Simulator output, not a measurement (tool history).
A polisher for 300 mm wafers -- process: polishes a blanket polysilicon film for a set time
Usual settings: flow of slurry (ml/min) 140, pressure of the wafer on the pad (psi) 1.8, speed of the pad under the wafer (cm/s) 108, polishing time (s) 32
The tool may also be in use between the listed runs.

run,day,flow of slurry (ml/min),pressure of the wafer on the pad (psi),speed of the pad under the wafer (cm/s),polishing time (s),"incoming thickness of the incoming film, nm",film removed (Å)
1,0,140,1.8,108,32,1317,1492
2,0.971,140,1.8,108,32,1295.3,1468
3,2.329,140,1.8,108,32,1311.8,1472
# day 3.808: worn pad replaced by a new one
4,3.829,140,1.8,108,32,1318.7,1667
5,4.258,140,1.8,122,32,1299.3,1809
6,5.45,140,1.8,122,32,1299.2,1678
7,6.067,140,1.8,108,32,1286.3,1571
8,6.808,140,1.8,108,32,1319.3,1531
9,7.888,140,1.8,108,32,1294.8,1484
# day 10.479: head pressure recalibrated
# day 10.904: worn pad replaced by a new one
10,11.333,140,1.8,108,32,1313.2,1646
11,12.612,140,1.8,108,32,1293.6,1585
12,13.65,140,1.8,108,32,1302.3,1485
13,14.379,140,1.8,108,32,1311.1,1553
14,15.654,140,1.8,108,32,1304.5,1479
15,16.488,140,1.8,108,28,1323.1,1310
16,17.058,140,2.3,90,36,1318.2,1770
# day 17.312: worn pad replaced by a new one
# day 18.179: slurry nozzle cleaned
17,18.358,140,1.8,108,26,1302.7,1338
18,19.821,140,1.8,108,32,1296.5,1536
19,21.075,140,2.1,120,36,1303.7,2052
20,22.438,140,1.8,108,40,1326.3,1903
21,23.633,140,1.6,94,40,1305,1510
# day 24.075: worn pad replaced by a new one
22,24.829,140,1.8,108,32,1276.1,1567
23,25.738,115,2.1,88,28,1296.4,1254
24,27.167,140,1.8,108,32,1304.6,1514
25,27.883,140,2,70,32,1302.7,1158
26,28.996,120,2.3,86,35,1302.9,1608
27,30.425,120,1.2,108,32,1301.6,1054
# day 30.721: worn pad replaced by a new one
28,31.583,100,1.8,108,24,1291.3,1097
29,34.579,140,2.1,108,36,1281.1,1940

Forecast each of these 4 alternatives for the next run:
A,34.596,140,1.8,108,25,1307.5,?
B,34.596,140,2.3,118,32,1307.5,?
C,34.596,105,1.8,108,32,1307.5,?
D,34.596,140,1.8,88,32,1307.5,?

run,film removed (Å)
A,1193
B,1993
C,1424
D,1306
Had the tool no hidden state, the same runs would have come out as:
run,film removed (Å)
A,1329
B,2221
C,1587
D,1455

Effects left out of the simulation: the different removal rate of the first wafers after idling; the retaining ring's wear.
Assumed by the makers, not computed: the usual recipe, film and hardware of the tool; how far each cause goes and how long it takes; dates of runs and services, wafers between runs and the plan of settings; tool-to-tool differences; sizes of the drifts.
